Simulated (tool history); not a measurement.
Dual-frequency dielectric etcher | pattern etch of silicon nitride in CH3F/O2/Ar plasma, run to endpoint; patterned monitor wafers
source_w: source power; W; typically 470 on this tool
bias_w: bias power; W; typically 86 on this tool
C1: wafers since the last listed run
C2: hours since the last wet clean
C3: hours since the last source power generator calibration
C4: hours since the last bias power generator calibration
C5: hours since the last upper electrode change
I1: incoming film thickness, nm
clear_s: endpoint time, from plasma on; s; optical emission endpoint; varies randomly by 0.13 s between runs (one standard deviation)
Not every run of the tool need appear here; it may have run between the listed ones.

run 1 day=0.000 | source_w=470 bias_w=69 | C1=0 C2=79.0 C3=1100.7 C4=1336.0 C5=2845.8 | I1=33.28 | clear_s=41.2
run 2 day=1.854 | source_w=470 bias_w=86 | C1=442 C2=123.5 C3=1145.2 C4=1380.5 C5=2890.3 | I1=33.16 | clear_s=37.6
run 3 day=9.096 | source_w=470 bias_w=86 | C1=1728 C2=297.3 C3=1319.0 C4=1554.3 C5=3064.1 | I1=33.39 | clear_s=37.4
run 4 day=11.167 | source_w=470 bias_w=86 | C1=494 C2=347.0 C3=1368.7 C4=1604.0 C5=3113.8 | I1=33.30 | clear_s=37.0
run 5 day=13.038 | source_w=540 bias_w=90 | C1=446 C2=391.9 C3=1413.6 C4=1648.9 C5=3158.7 | I1=33.56 | clear_s=35.3
-- day=15.129 wet clean of the chamber
run 6 day=15.150 | source_w=560 bias_w=86 | C1=265 C2=0.5 C3=1464.3 C4=1699.6 C5=3209.4 | I1=33.44 | clear_s=36.3
run 7 day=16.133 | source_w=560 bias_w=86 | C1=234 C2=24.1 C3=1487.9 C4=1723.2 C5=3233.0 | I1=33.14 | clear_s=35.6
run 8 day=18.883 | source_w=410 bias_w=86 | C1=656 C2=90.1 C3=1553.9 C4=1789.2 C5=3299.0 | I1=33.14 | clear_s=39.3
run 9 day=21.567 | source_w=410 bias_w=86 | C1=640 C2=154.5 C3=1618.3 C4=1853.6 C5=3363.4 | I1=33.11 | clear_s=39.0
run 10 day=23.946 | source_w=470 bias_w=86 | C1=567 C2=211.6 C3=1675.4 C4=1910.7 C5=3420.5 | I1=33.12 | clear_s=37.5
run 11 day=25.492 | source_w=470 bias_w=86 | C1=369 C2=248.7 C3=1712.5 C4=1947.8 C5=3457.6 | I1=32.82 | clear_s=37.1
run 12 day=27.900 | source_w=470 bias_w=86 | C1=574 C2=306.5 C3=1770.3 C4=2005.6 C5=3515.4 | I1=32.81 | clear_s=36.7
run 13 day=35.696 | source_w=440 bias_w=86 | C1=1861 C2=493.6 C3=1957.4 C4=2192.7 C5=3702.5 | I1=33.07 | clear_s=37.2
-- day=37.517 source power generator calibrated
-- day=38.296 wet clean of the chamber
-- day=38.471 bias power generator calibrated
run 14 day=38.492 | source_w=440 bias_w=86 | C1=401 C2=4.7 C3=23.4 C4=0.5 C5=3769.6 | I1=33.12 | clear_s=39.1
run 15 day=40.162 | source_w=470 bias_w=86 | C1=398 C2=44.8 C3=63.5 C4=40.6 C5=3809.7 | I1=33.16 | clear_s=38.2
-- day=41.229 upper electrode replaced
run 16 day=42.500 | source_w=420 bias_w=86 | C1=319 C2=100.9 C3=119.6 C4=96.7 C5=30.5 | I1=32.81 | clear_s=39.0
run 17 day=44.896 | source_w=540 bias_w=86 | C1=571 C2=158.4 C3=177.1 C4=154.2 C5=88.0 | I1=33.35 | clear_s=36.6
run 18 day=46.383 | source_w=400 bias_w=86 | C1=355 C2=194.1 C3=212.8 C4=189.9 C5=123.7 | I1=33.22 | clear_s=39.7
run 19 day=49.879 | source_w=470 bias_w=86 | C1=834 C2=278.0 C3=296.7 C4=273.8 C5=207.6 | I1=33.17 | clear_s=37.5
run 20 day=51.412 | source_w=470 bias_w=86 | C1=366 C2=314.8 C3=333.5 C4=310.6 C5=244.4 | I1=33.70 | clear_s=37.9
run 21 day=54.121 | source_w=470 bias_w=86 | C1=646 C2=379.8 C3=398.5 C4=375.6 C5=309.4 | I1=33.32 | clear_s=37.5
run 22 day=55.412 | source_w=470 bias_w=86 | C1=308 C2=410.8 C3=429.5 C4=406.6 C5=340.4 | I1=32.94 | clear_s=36.8
-- day=58.262 wet clean of the chamber
run 23 day=58.283 | source_w=400 bias_w=99 | C1=446 C2=0.5 C3=498.4 C4=475.5 C5=409.3 | I1=33.26 | clear_s=37.9
run 24 day=60.125 | source_w=470 bias_w=68 | C1=439 C2=44.7 C3=542.6 C4=519.7 C5=453.5 | I1=33.20 | clear_s=41.4
run 25 day=62.838 | source_w=470 bias_w=80 | C1=647 C2=109.8 C3=607.7 C4=584.8 C5=518.6 | I1=32.79 | clear_s=38.4
run 26 day=64.579 | source_w=410 bias_w=67 | C1=415 C2=151.6 C3=649.5 C4=626.6 C5=560.4 | I1=32.82 | clear_s=42.6
run 27 day=66.342 | source_w=470 bias_w=80 | C1=420 C2=193.9 C3=691.8 C4=668.9 C5=602.7 | I1=33.21 | clear_s=39.0
run 28 day=68.033 | source_w=400 bias_w=100 | C1=403 C2=234.5 C3=732.4 C4=709.5 C5=643.3 | I1=32.97 | clear_s=36.8
run 29 day=69.475 | source_w=360 bias_w=86 | C1=344 C2=269.1 C3=767.0 C4=744.1 C5=677.9 | I1=33.18 | clear_s=40.5
run 30 day=71.946 | source_w=420 bias_w=76 | C1=589 C2=328.4 C3=826.3 C4=803.4 C5=737.2 | I1=32.97 | clear_s=40.4
run 31 day=74.092 | source_w=500 bias_w=77 | C1=512 C2=379.9 C3=877.8 C4=854.9 C5=788.7 | I1=32.84 | clear_s=38.2
run 32 day=76.467 | source_w=470 bias_w=74 | C1=566 C2=436.9 C3=934.8 C4=911.9 C5=845.7 | I1=32.91 | clear_s=39.2
run 33 day=78.496 | source_w=470 bias_w=86 | C1=484 C2=485.6 C3=983.5 C4=960.6 C5=894.4 | I1=33.04 | clear_s=37.2

Describe how what the log doesn't record of the tool's condition differs between the last listed run preceding each entry between runs and the first listed run following it.
Logged between run 5 and run 6: wet clean of the chamber (day 15.129)
  etch rate over this chamber's usual, %: 2.62 -> -0.157; source power that arrives over what is set, %: 3.81 -> 3.94
  what was measured, less what the result would be without the hidden state, clear_s: -1.3 -> -0.3 s
Logged between run 13 and run 14: source power generator calibrated (day 37.517); wet clean of the chamber (day 38.296); bias power generator calibrated (day 38.471)
  etch rate over this chamber's usual, %: 2.41 -> 0.278; source power that arrives over what is set, %: 5.17 -> 0.27
  what was measured, less what the result would be without the hidden state, clear_s: -1.5 -> -0.1 s
Logged between run 15 and run 16: upper electrode replaced (day 41.229)
  etch rate over this chamber's usual, %: 0.487 -> 0.779; source power that arrives over what is set, %: 0.37 -> 0.509
  what was measured, less what the result would be without the hidden state, clear_s: -0.3 -> -0.4 s
Logged between run 22 and run 23: wet clean of the chamber (day 58.262)
  etch rate over this chamber's usual, %: 2.39 -> -0.306; source power that arrives over what is set, %: 1.28 -> 1.45
  what was measured, less what the result would be without the hidden state, clear_s: -1.1 -> -0.1 s
